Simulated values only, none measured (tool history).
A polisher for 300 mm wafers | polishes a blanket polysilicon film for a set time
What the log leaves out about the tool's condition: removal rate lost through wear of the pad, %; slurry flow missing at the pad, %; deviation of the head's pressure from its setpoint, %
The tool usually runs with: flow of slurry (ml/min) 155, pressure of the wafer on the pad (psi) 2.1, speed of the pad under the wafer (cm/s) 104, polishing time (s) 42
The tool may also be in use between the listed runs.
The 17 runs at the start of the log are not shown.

run,hour,flow of slurry (ml/min),pressure of the wafer on the pad (psi),speed of the pad under the wafer (cm/s),polishing time (s),wafers since the last listed run,wafers polished on this pad,hours since the slurry nozzle was cleaned,hours since the head pressure was calibrated,"incoming thickness of the incoming film, nm",film removed (angstrom)
18,1201.4,155,2.1,104,42,521,2733,592.4,346.7,1815,1903
19,1269.3,140,2.1,94,42,790,3524,660.3,414.6,1808.8,1610
# hour 1303.7: slurry nozzle cleaned, repeated, since the last time left the tool worse
# hour 1394.8: head pressure recalibrated
# hour 1562.5: worn pad replaced by a new one
20,1565.6,155,1.9,104,47,3366,36,261.9,170.8,1871.9,2256
21,1619.3,155,2.1,104,32,624,661,315.6,224.5,1829.5,1710
22,1693.9,155,2.1,120,42,868,1529,390.2,299.1,1837.8,2541
23,1799.5,155,2.4,124,42,1228,2758,495.8,404.7,1818,2978
24,1852.7,135,2.1,90,54,619,3377,549,457.9,1812.8,2342
# hour 1866.4: slurry nozzle cleaned
25,1913,155,2.1,104,42,690,4067,46.6,518.2,1857.5,2214
26,1987.3,155,2.1,104,33,864,4932,120.9,592.5,1845.1,1767
# hour 2019.8: head pressure recalibrated
27,2093.2,185,2.4,104,53,1209,6141,226.8,73.4,1810.1,3318
# hour 2111.5: worn pad replaced by a new one
28,2182.7,155,1.8,104,42,994,828,316.3,162.9,1822.4,1909
29,2242.3,185,2.4,104,53,693,1522,375.9,222.5,1853.4,3309
30,2325,155,2.1,104,42,962,2484,458.6,305.2,1818.4,2166
# hour 2528.8: slurry nozzle cleaned
31,2617,155,2.1,114,42,3386,5870,88.2,597.2,1816.3,2475
# hour 2635.6: worn pad replaced by a new one
# hour 2644.4: head pressure recalibrated
32,2702.9,155,2.1,104,51,929,759,174.1,58.5,1832.9,2690
33,2798.9,155,1.9,114,42,1117,1876,270.1,154.5,1839,2195
34,2894.1,155,2.1,104,57,1107,2984,365.3,249.7,1863.8,2987
35,2942.1,185,2.1,94,53,558,3543,413.3,297.7,1802.1,2602
36,2981.1,210,2.1,104,38,453,3997,452.3,336.7,1813.5,2092

Consider 4 possible next runs. They are alternatives, not a sequence: every one starts from the tool as it was left by run 36. What does each give?
A,2981.5,155,2.1,104,42,4,4001,452.7,337.1,1828.5,?
B,2981.5,155,2.1,70,42,4,4001,452.7,337.1,1828.5,?
C,2981.5,155,2.1,134,42,4,4001,452.7,337.1,1828.5,?
D,2981.5,185,1.7,84,32,4,4001,452.7,337.1,1828.5,?

run,film removed (angstrom)
A,2202
B,1482
C,2837
D,1135
Had the tool no hidden state, the same runs would have come out as:
run,film removed (angstrom)
A,2258
B,1520
C,2910
D,1159
